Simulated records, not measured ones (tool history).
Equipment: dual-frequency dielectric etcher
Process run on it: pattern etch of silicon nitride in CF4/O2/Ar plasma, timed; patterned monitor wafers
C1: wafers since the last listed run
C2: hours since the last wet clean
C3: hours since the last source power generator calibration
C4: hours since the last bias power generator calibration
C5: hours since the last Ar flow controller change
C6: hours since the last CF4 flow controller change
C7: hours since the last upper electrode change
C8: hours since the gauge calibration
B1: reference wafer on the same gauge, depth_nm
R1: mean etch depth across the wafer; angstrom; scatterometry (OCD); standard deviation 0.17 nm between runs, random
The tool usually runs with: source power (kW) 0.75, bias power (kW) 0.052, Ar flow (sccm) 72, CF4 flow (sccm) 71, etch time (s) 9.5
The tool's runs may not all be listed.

{"run": 1, "hour": 0.0, "source power (kW)": 0.75, "bias power (kW)": 0.052, "Ar flow (sccm)": 72, "CF4 flow (sccm)": 71, "etch time (s)": 9.5, "C1": 0, "C2": 0.8, "C3": 2105.7, "C4": 70.2, "C5": 2985.6, "C6": 71.3, "C7": 2342.5, "C8": 373.3, "B1": 22.93, "R1": 262.6}
{"hour": 8.4, "done": "source power generator calibrated"}
{"run": 2, "hour": 45.4, "source power (kW)": 0.82, "bias power (kW)": 0.052, "Ar flow (sccm)": 59, "CF4 flow (sccm)": 62, "etch time (s)": 9.5, "C1": 477, "C2": 46.2, "C3": 37, "C4": 115.6, "C5": 3031, "C6": 116.7, "C7": 2387.9, "C8": 418.7, "B1": 22.92, "R1": 288.7}
{"run": 3, "hour": 55.5, "source power (kW)": 0.86, "bias power (kW)": 0.052, "Ar flow (sccm)": 72, "CF4 flow (sccm)": 71, "etch time (s)": 9.5, "C1": 116, "C2": 56.3, "C3": 47.1, "C4": 125.7, "C5": 3041.1, "C6": 126.8, "C7": 2398, "C8": 428.8, "B1": 22.89, "R1": 302.6}
{"run": 4, "hour": 65.0, "source power (kW)": 0.75, "bias power (kW)": 0.052, "Ar flow (sccm)": 72, "CF4 flow (sccm)": 79, "etch time (s)": 11.5, "C1": 109, "C2": 65.8, "C3": 56.6, "C4": 135.2, "C5": 3050.6, "C6": 136.3, "C7": 2407.5, "C8": 438.3, "B1": 22.88, "R1": 320.3}
{"hour": 72.6, "done": "gauge calibrated"}
{"run": 5, "hour": 75.1, "source power (kW)": 0.75, "bias power (kW)": 0.052, "Ar flow (sccm)": 72, "CF4 flow (sccm)": 85, "etch time (s)": 11, "C1": 116, "C2": 75.9, "C3": 66.7, "C4": 145.3, "C5": 3060.7, "C6": 146.4, "C7": 2417.6, "C8": 2.5, "B1": 22.91, "R1": 303.6}
{"run": 6, "hour": 89.4, "source power (kW)": 0.63, "bias power (kW)": 0.042, "Ar flow (sccm)": 72, "CF4 flow (sccm)": 84, "etch time (s)": 9.5, "C1": 164, "C2": 90.2, "C3": 81, "C4": 159.6, "C5": 3075, "C6": 160.7, "C7": 2431.9, "C8": 16.8, "B1": 22.92, "R1": 205.5}
{"run": 7, "hour": 96.8, "source power (kW)": 0.75, "bias power (kW)": 0.052, "Ar flow (sccm)": 72, "CF4 flow (sccm)": 71, "etch time (s)": 9.5, "C1": 85, "C2": 97.6, "C3": 88.4, "C4": 167, "C5": 3082.4, "C6": 168.1, "C7": 2439.3, "C8": 24.2, "B1": 22.9, "R1": 258.5}
{"run": 8, "hour": 114.1, "source power (kW)": 0.75, "bias power (kW)": 0.04, "Ar flow (sccm)": 72, "CF4 flow (sccm)": 71, "etch time (s)": 9.5, "C1": 199, "C2": 114.9, "C3": 105.7, "C4": 184.3, "C5": 3099.7, "C6": 185.4, "C7": 2456.6, "C8": 41.5, "B1": 22.88, "R1": 239.4}
{"hour": 149.4, "done": "upper electrode replaced"}
{"run": 9, "hour": 149.9, "source power (kW)": 0.58, "bias power (kW)": 0.052, "Ar flow (sccm)": 72, "CF4 flow (sccm)": 71, "etch time (s)": 9.5, "C1": 136, "C2": 150.7, "C3": 141.5, "C4": 220.1, "C5": 3135.5, "C6": 221.2, "C7": 0.5, "C8": 77.3, "B1": 22.95, "R1": 195.7}
{"run": 10, "hour": 150.2, "source power (kW)": 0.75, "bias power (kW)": 0.065, "Ar flow (sccm)": 72, "CF4 flow (sccm)": 71, "etch time (s)": 7, "C1": 3, "C2": 151, "C3": 141.8, "C4": 220.4, "C5": 3135.8, "C6": 221.5, "C7": 0.8, "C8": 77.6, "B1": 22.9, "R1": 206.6}
{"run": 11, "hour": 151.2, "source power (kW)": 0.75, "bias power (kW)": 0.041, "Ar flow (sccm)": 72, "CF4 flow (sccm)": 71, "etch time (s)": 9.5, "C1": 11, "C2": 152, "C3": 142.8, "C4": 221.4, "C5": 3136.8, "C6": 222.5, "C7": 1.8, "C8": 78.6, "B1": 22.9, "R1": 240.2}
{"hour": 165.5, "done": "Ar flow controller replaced"}
{"run": 12, "hour": 168.6, "source power (kW)": 0.75, "bias power (kW)": 0.052, "Ar flow (sccm)": 72, "CF4 flow (sccm)": 71, "etch time (s)": 9.5, "C1": 131, "C2": 169.4, "C3": 160.2, "C4": 238.8, "C5": 3.1, "C6": 239.9, "C7": 19.2, "C8": 96, "B1": 22.94, "R1": 256.6}
{"run": 13, "hour": 192.0, "source power (kW)": 0.57, "bias power (kW)": 0.062, "Ar flow (sccm)": 72, "CF4 flow (sccm)": 71, "etch time (s)": 9.5, "C1": 269, "C2": 192.8, "C3": 183.6, "C4": 262.2, "C5": 26.5, "C6": 263.3, "C7": 42.6, "C8": 119.4, "B1": 22.94, "R1": 202.8}
{"run": 14, "hour": 198.3, "source power (kW)": 0.66, "bias power (kW)": 0.06, "Ar flow (sccm)": 72, "CF4 flow (sccm)": 56, "etch time (s)": 6.5, "C1": 72, "C2": 199.1, "C3": 189.9, "C4": 268.5, "C5": 32.8, "C6": 269.6, "C7": 48.9, "C8": 125.7, "B1": 22.92, "R1": 156}
{"run": 15, "hour": 214.3, "source power (kW)": 0.88, "bias power (kW)": 0.052, "Ar flow (sccm)": 72, "CF4 flow (sccm)": 71, "etch time (s)": 9.5, "C1": 184, "C2": 215.1, "C3": 205.9, "C4": 284.5, "C5": 48.8, "C6": 285.6, "C7": 64.9, "C8": 141.7, "B1": 22.94, "R1": 303.5}
{"run": 16, "hour": 226.4, "source power (kW)": 0.75, "bias power (kW)": 0.052, "Ar flow (sccm)": 72, "CF4 flow (sccm)": 62, "etch time (s)": 8.5, "C1": 139, "C2": 227.2, "C3": 218, "C4": 296.6, "C5": 60.9, "C6": 297.7, "C7": 77, "C8": 153.8, "B1": 22.94, "R1": 223.8}
{"run": 17, "hour": 235.4, "source power (kW)": 0.75, "bias power (kW)": 0.048, "Ar flow (sccm)": 72, "CF4 flow (sccm)": 71, "etch time (s)": 11.5, "C1": 103, "C2": 236.2, "C3": 227, "C4": 305.6, "C5": 69.9, "C6": 306.7, "C7": 86, "C8": 162.8, "B1": 22.93, "R1": 301.6}
{"run": 18, "hour": 252.6, "source power (kW)": 0.6, "bias power (kW)": 0.057, "Ar flow (sccm)": 72, "CF4 flow (sccm)": 62, "etch time (s)": 8.5, "C1": 198, "C2": 253.4, "C3": 244.2, "C4": 322.8, "C5": 87.1, "C6": 323.9, "C7": 103.2, "C8": 180, "B1": 22.9, "R1": 184.6}
{"run": 19, "hour": 268.1, "source power (kW)": 0.75, "bias power (kW)": 0.04, "Ar flow (sccm)": 72, "CF4 flow (sccm)": 71, "etch time (s)": 9.5, "C1": 178, "C2": 268.9, "C3": 259.7, "C4": 338.3, "C5": 102.6, "C6": 339.4, "C7": 118.7, "C8": 195.5, "B1": 22.91, "R1": 234.8}
{"run": 20, "hour": 283.9, "source power (kW)": 0.75, "bias power (kW)": 0.052, "Ar flow (sccm)": 72, "CF4 flow (sccm)": 76, "etch time (s)": 9.5, "C1": 182, "C2": 284.7, "C3": 275.5, "C4": 354.1, "C5": 118.4, "C6": 355.2, "C7": 134.5, "C8": 211.3, "B1": 22.86, "R1": 257.6}
{"run": 21, "hour": 300.2, "source power (kW)": 0.75, "bias power (kW)": 0.052, "Ar flow (sccm)": 72, "CF4 flow (sccm)": 86, "etch time (s)": 9.5, "C1": 188, "C2": 301, "C3": 291.8, "C4": 370.4, "C5": 134.7, "C6": 371.5, "C7": 150.8, "C8": 227.6, "B1": 22.86, "R1": 258.8}
{"run": 22, "hour": 307.3, "source power (kW)": 0.75, "bias power (kW)": 0.052, "Ar flow (sccm)": 81, "CF4 flow (sccm)": 77, "etch time (s)": 8, "C1": 81, "C2": 308.1, "C3": 298.9, "C4": 377.5, "C5": 141.8, "C6": 378.6, "C7": 157.9, "C8": 234.7, "B1": 22.88, "R1": 212.9}

Alternative continuations, all from the tool just after run 22; predict every row:
{"run": "A", "hour": 307.7, "source power (kW)": 0.91, "bias power (kW)": 0.052, "Ar flow (sccm)": 72, "CF4 flow (sccm)": 71, "etch time (s)": 9.5, "C1": 4, "C2": 308.5, "C3": 299.3, "C4": 377.9, "C5": 142.2, "C6": 379, "C7": 158.3, "C8": 235.1, "B1": "?", "R1": "?"}
{"run": "B", "hour": 307.7, "source power (kW)": 0.7, "bias power (kW)": 0.052, "Ar flow (sccm)": 65, "CF4 flow (sccm)": 65, "etch time (s)": 9.5, "C1": 4, "C2": 308.5, "C3": 299.3, "C4": 377.9, "C5": 142.2, "C6": 379, "C7": 158.3, "C8": 235.1, "B1": "?", "R1": "?"}
{"run": "C", "hour": 307.7, "source power (kW)": 0.75, "bias power (kW)": 0.052, "Ar flow (sccm)": 72, "CF4 flow (sccm)": 56, "etch time (s)": 6.5, "C1": 4, "C2": 308.5, "C3": 299.3, "C4": 377.9, "C5": 142.2, "C6": 379, "C7": 158.3, "C8": 235.1, "B1": "?", "R1": "?"}

run=A B1=22.92 R1=308.2
run=B B1=22.92 R1=235.2
run=C B1=22.92 R1=168.4
Stripped of hidden state, with their random variation kept, the same runs would have yielded:
run=A R1=319.6
run=B R1=243.9
run=C R1=174.6
